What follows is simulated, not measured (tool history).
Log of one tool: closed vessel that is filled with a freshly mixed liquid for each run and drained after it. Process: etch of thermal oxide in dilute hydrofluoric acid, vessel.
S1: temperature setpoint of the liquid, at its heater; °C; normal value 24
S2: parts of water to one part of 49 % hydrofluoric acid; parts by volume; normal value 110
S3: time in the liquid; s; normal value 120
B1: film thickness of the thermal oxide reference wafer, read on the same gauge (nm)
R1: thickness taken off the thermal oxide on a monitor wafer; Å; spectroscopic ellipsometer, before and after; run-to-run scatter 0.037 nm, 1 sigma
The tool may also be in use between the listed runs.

run	day	S1	S2	S3	B1	R1
1	0	24	85	120	140.027	60.12
2	3.029	24	110	120	139.961	44.35
3	6.208	24	110	155	140.035	58.97
4	8.004	24	110	155	139.986	58.4
5	10.983	24	110	155	139.968	58.38
6	13.7	25	110	120	140.025	47.67
7	15.862	25	110	120	140.026	46.82
8	18.158	25	110	120	140.016	46.65
# day 20.404: hydrofluoric acid flow meter replaced
9	21.504	24	110	120	139.986	44.78
10	24.079	24	110	120	139.987	44.98
11	26.075	24	110	120	140	45.3
12	28.358	26.5	150	80	139.991	23.22
13	32.846	24	110	120	140.003	45.22
14	34.558	24	60	120	140.012	87.91
15	37.058	25.5	95	150	140.002	70.55
# day 37.946: thermometer replaced
16	38.967	25	110	120	140.024	46.73
17	43.125	27	95	120	139.986	59.21
# day 45.733: gauge calibrated
18	46.525	25.5	95	150	140.022	69.73
19	48.65	24	110	120	140.003	44.58
20	52.021	19	110	155	139.998	47.55
21	56.096	24	110	170	139.994	63.7
22	57.888	25.5	145	55	140.015	15.84

Forecast each of these 5 alternatives for the next run:
A	57.917	19.5	110	120	?	?
B	57.917	24	110	70	?	?
C	57.917	24	110	85	?	?
D	57.917	26	145	120	?	?
E	57.917	20.5	95	160	?	?

run	B1	R1
A	139.991	37.72
B	139.991	26.36
C	139.991	32.01
D	139.991	35.49
E	139.991	61.69
With the hidden condition removed and each run's random variation left untouched, the same runs would have given:
run	R1
A	37.72
B	26.36
C	32.01
D	35.49
E	61.69

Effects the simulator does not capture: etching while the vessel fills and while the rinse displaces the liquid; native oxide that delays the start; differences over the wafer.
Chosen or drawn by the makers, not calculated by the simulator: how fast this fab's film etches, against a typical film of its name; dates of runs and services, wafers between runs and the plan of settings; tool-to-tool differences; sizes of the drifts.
